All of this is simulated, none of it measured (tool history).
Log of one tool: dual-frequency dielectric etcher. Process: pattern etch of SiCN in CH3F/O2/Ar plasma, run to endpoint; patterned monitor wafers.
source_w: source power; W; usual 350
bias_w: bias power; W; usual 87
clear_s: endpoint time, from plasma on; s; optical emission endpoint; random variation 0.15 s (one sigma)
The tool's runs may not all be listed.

| run | hour | source_w | bias_w | incoming incoming film thickness, nm | clear_s |
|---|---|---|---|---|---|
| 1 | 0.0 | 290 | 87 | 12.62 | 34.4 |
| 2 | 8.1 | 290 | 87 | 12.76 | 34.8 |
| 3 | 19.2 | 350 | 87 | 12.72 | 32.6 |
| 4 | 29.4 | 350 | 87 | 12.57 | 32.2 |
| 5 | 46.4 | 350 | 87 | 12.69 | 32.4 |
| 6 | 61.0 | 350 | 87 | 12.65 | 32.4 |
| 7 | 72.1 | 350 | 87 | 12.58 | 32.0 |
| 8 | 88.9 | 350 | 76 | 12.73 | 33.8 |
| 9 | 127.6 | 350 | 76 | 12.70 | 33.5 |
| 10 | 140.7 | 380 | 92 | 12.60 | 30.8 |
| 11 | 150.7 | 350 | 87 | 12.77 | 32.6 |
| 12 | 164.3 | 350 | 87 | 12.74 | 32.2 |
| 13 | 170.4 | 350 | 87 | 12.75 | 32.5 |
| 14 | 187.6 | 350 | 87 | 12.77 | 32.3 |
| 15 | 194.1 | 270 | 66 | 12.81 | 37.5 |
| 16 | 224.2 | 310 | 101 | 12.77 | 32.5 |
| 17 | 232.6 | 350 | 104 | 12.73 | 30.9 |
| 18 | 250.3 | 410 | 75 | 12.66 | 31.2 |
| 19 | 262.6 | 350 | 106 | 12.80 | 30.7 |
|  | 274.4 | source power generator calibrated |
| 20 | 278.2 | 430 | 97 | 12.84 | 29.7 |
|  | 307.1 | wet clean of the chamber |
|  | 311.6 | bias power generator calibrated |
|  | 321.8 | upper electrode replaced |
| 21 | 322.3 | 440 | 107 | 12.64 | 29.4 |
| 22 | 329.8 | 350 | 100 | 12.68 | 32.5 |
| 23 | 375.8 | 400 | 67 | 12.60 | 33.8 |
| 24 | 392.8 | 350 | 105 | 12.79 | 32.3 |
| 25 | 399.6 | 410 | 105 | 12.65 | 29.9 |
| 26 | 410.0 | 440 | 107 | 12.87 | 29.9 |

3 ways to go on from here, each from the tool as it stands after run 26. What would each give?
| A | 410.4 | 350 | 87 | 12.72 | ? |
| B | 410.4 | 280 | 66 | 12.72 | ? |
| C | 410.4 | 270 | 98 | 12.72 | ? |

| run | clear_s |
|---|---|
| A | 33.8 |
| B | 38.7 |
| C | 35.6 |
Without the tool's hidden state the same runs would have given:
| run | clear_s |
|---|---|
| A | 34.0 |
| B | 38.8 |
| C | 35.8 |
